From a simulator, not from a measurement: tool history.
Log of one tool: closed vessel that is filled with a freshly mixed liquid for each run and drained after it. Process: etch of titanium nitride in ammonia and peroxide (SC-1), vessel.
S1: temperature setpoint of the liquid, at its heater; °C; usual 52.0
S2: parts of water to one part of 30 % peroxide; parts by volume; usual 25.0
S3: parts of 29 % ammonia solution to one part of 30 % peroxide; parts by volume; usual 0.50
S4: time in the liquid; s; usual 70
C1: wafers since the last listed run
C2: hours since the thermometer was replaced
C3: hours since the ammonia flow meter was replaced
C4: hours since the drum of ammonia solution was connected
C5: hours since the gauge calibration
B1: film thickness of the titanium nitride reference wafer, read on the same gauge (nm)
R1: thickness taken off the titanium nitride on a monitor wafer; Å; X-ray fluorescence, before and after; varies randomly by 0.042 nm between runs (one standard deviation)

run 1 hour=0.0 | S1=46.5 S2=25.0 S3=0.50 S4=70 | C1=0 C2=737.2 C3=258.6 C4=729.5 C5=184.5 | B1=40.01 | R1=38.0
run 2 hour=10.5 | S1=52.0 S2=18.5 S3=0.50 S4=70 | C1=674 C2=747.7 C3=269.1 C4=740.0 C5=195.0 | B1=39.99 | R1=65.8
-- hour=22.7 thermometer replaced
run 3 hour=26.8 | S1=52.0 S2=18.5 S3=0.50 S4=70 | C1=982 C2=4.1 C3=285.4 C4=756.3 C5=211.3 | B1=40.02 | R1=65.8
run 4 hour=40.8 | S1=52.0 S2=18.5 S3=0.50 S4=70 | C1=898 C2=18.1 C3=299.4 C4=770.3 C5=225.3 | B1=40.04 | R1=64.9
-- hour=48.1 new drum of ammonia solution connected
run 5 hour=49.8 | S1=59.0 S2=25.0 S3=0.50 S4=70 | C1=513 C2=27.1 C3=308.4 C4=1.7 C5=234.3 | B1=40.00 | R1=89.0
run 6 hour=59.1 | S1=59.0 S2=25.0 S3=0.50 S4=70 | C1=597 C2=36.4 C3=317.7 C4=11.0 C5=243.6 | B1=39.98 | R1=87.5
run 7 hour=75.7 | S1=59.0 S2=25.0 S3=0.50 S4=70 | C1=1065 C2=53.0 C3=334.3 C4=27.6 C5=260.2 | B1=40.00 | R1=88.9
run 8 hour=93.5 | S1=52.0 S2=25.0 S3=0.50 S4=60 | C1=1142 C2=70.8 C3=352.1 C4=45.4 C5=278.0 | B1=40.00 | R1=47.5
run 9 hour=111.2 | S1=58.0 S2=13.0 S3=0.50 S4=70 | C1=1136 C2=88.5 C3=369.8 C4=63.1 C5=295.7 | B1=40.02 | R1=118.0
run 10 hour=128.8 | S1=52.0 S2=13.5 S3=0.50 S4=35 | C1=1130 C2=106.1 C3=387.4 C4=80.7 C5=313.3 | B1=40.02 | R1=38.7
run 11 hour=137.4 | S1=52.0 S2=36.0 S3=0.50 S4=70 | C1=552 C2=114.7 C3=396.0 C4=89.3 C5=321.9 | B1=39.99 | R1=44.5
run 12 hour=153.3 | S1=52.0 S2=13.0 S3=0.50 S4=70 | C1=1020 C2=130.6 C3=411.9 C4=105.2 C5=337.8 | B1=40.00 | R1=79.3
run 13 hour=165.8 | S1=49.5 S2=25.0 S3=0.50 S4=70 | C1=802 C2=143.1 C3=424.4 C4=117.7 C5=350.3 | B1=40.01 | R1=46.1
run 14 hour=178.0 | S1=43.5 S2=35.5 S3=0.60 S4=55 | C1=783 C2=155.3 C3=436.6 C4=129.9 C5=362.5 | B1=39.98 | R1=20.5
-- hour=178.3 gauge calibrated
-- hour=179.4 ammonia flow meter replaced
run 15 hour=191.1 | S1=52.0 S2=25.0 S3=0.50 S4=70 | C1=776 C2=168.4 C3=11.7 C4=143.0 C5=12.8 | B1=39.99 | R1=55.2
run 16 hour=202.1 | S1=52.0 S2=36.5 S3=0.35 S4=100 | C1=706 C2=179.4 C3=22.7 C4=154.0 C5=23.8 | B1=39.95 | R1=59.6
run 17 hour=220.0 | S1=52.0 S2=25.0 S3=0.50 S4=70 | C1=1149 C2=197.3 C3=40.6 C4=171.9 C5=41.7 | B1=40.02 | R1=55.7
run 18 hour=231.7 | S1=60.0 S2=25.0 S3=0.50 S4=70 | C1=751 C2=209.0 C3=52.3 C4=183.6 C5=53.4 | B1=39.97 | R1=94.3
run 19 hour=248.1 | S1=52.0 S2=25.0 S3=0.50 S4=70 | C1=1052 C2=225.4 C3=68.7 C4=200.0 C5=69.8 | B1=39.97 | R1=55.1
run 20 hour=261.4 | S1=45.5 S2=19.5 S3=0.50 S4=70 | C1=853 C2=238.7 C3=82.0 C4=213.3 C5=83.1 | B1=39.96 | R1=40.4

Predict the results of run 21:
run 21 hour=269.1 | S1=52.0 S2=25.0 S3=0.50 S4=95 | C1=494 C2=246.4 C3=89.7 C4=221.0 C5=90.8 | B1=? | R1=?

Run 21 came out at B1 40.06, R1 74.3 Å.
With no hidden state in the tool, this same run would have given R1 74.3 Å.
